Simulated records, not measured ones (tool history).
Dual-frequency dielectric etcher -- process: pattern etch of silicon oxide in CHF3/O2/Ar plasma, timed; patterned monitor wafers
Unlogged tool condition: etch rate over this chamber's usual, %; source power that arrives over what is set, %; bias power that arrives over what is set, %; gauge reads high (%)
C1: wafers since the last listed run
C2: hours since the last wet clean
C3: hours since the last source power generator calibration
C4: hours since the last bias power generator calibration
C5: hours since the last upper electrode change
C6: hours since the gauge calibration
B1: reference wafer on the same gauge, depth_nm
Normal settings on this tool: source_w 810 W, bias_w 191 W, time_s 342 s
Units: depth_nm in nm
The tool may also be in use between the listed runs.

Run 1, day 0: usual settings; C1 0; C2 393; C3 1898.2; C4 2382.5; C5 5583.6; C6 277.8; B1 830.5. Result: depth_nm 782.3 nm.
At day 0.696: gauge calibrated.
Run 2, day 1.192: usual settings; C1 154; C2 421.6; C3 1926.8; C4 2411.1; C5 5612.2; C6 11.9; B1 831.3. Result: depth_nm 775.5 nm.
Run 3, day 2.562: usual settings; C1 178; C2 454.5; C3 1959.7; C4 2444; C5 5645.1; C6 44.8; B1 831.3. Result: depth_nm 782 nm.
Run 4, day 3.217: usual settings; C1 84; C2 470.2; C3 1975.4; C4 2459.7; C5 5660.8; C6 60.5; B1 829.5. Result: depth_nm 779.9 nm.
Run 5, day 3.892: usual settings; C1 87; C2 486.4; C3 1991.6; C4 2475.9; C5 5677; C6 76.7; B1 829.6. Result: depth_nm 782.1 nm.
Run 6, day 4.779: usual settings; C1 115; C2 507.7; C3 2012.9; C4 2497.2; C5 5698.3; C6 98; B1 833.3. Result: depth_nm 782 nm.
At day 6.1: wet clean of the chamber.
Run 7, day 6.121: usual settings but source_w 650 W; C1 44; C2 0.5; C3 2045.1; C4 2529.4; C5 5730.5; C6 130.2; B1 832.8. Result: depth_nm 645.3 nm.
Run 8, day 6.604: usual settings but source_w 650 W; C1 62; C2 12.1; C3 2056.7; C4 2541; C5 5742.1; C6 141.8; B1 830. Result: depth_nm 651.4 nm.
At day 7.583: bias power generator calibrated.
Run 9, day 7.7: usual settings; C1 120; C2 38.4; C3 2083; C4 2.8; C5 5768.4; C6 168.1; B1 831.3. Result: depth_nm 751.7 nm.
Run 10, day 9.117: usual settings but source_w 930 W, bias_w 171 W; C1 184; C2 72.4; C3 2117; C4 36.8; C5 5802.4; C6 202.1; B1 832.1. Result: depth_nm 787.9 nm.
Run 11, day 9.904: usual settings but source_w 760 W, bias_w 179 W; C1 102; C2 91.3; C3 2135.9; C4 55.7; C5 5821.3; C6 221; B1 831.8. Result: depth_nm 707.6 nm.
Run 12, day 10.65: usual settings but bias_w 232 W, time_s 404.5 s; C1 96; C2 109.2; C3 2153.8; C4 73.6; C5 5839.2; C6 238.9; B1 831.7. Result: depth_nm 956.7 nm.
At day 11.246: source power generator calibrated.
At day 13.258: gauge calibrated.
Run 13, day 13.55: usual settings but source_w 990 W, bias_w 151 W, time_s 296 s; C1 355; C2 178.8; C3 55.3; C4 143.2; C5 5908.8; C6 7; B1 830. Result: depth_nm 686.6 nm.
At day 14.846: upper electrode replaced.
Run 14, day 14.938: usual settings; C1 50; C2 212.1; C3 88.6; C4 176.5; C5 2.2; C6 40.3; B1 831.1. Result: depth_nm 769.7 nm.

Run 15 comes next. What will it give?
Run 15, day 15.708: usual settings but time_s 253 s; C1 100; C2 230.6; C3 107.1; C4 195; C5 20.7; C6 58.8; B1 ?. Result: depth_nm ?.

Run 15 measured B1 829.7, depth_nm 566.6 nm.
With the hidden condition absent and the run-to-run variation left alone, this run would have shown depth_nm 555.3 nm.
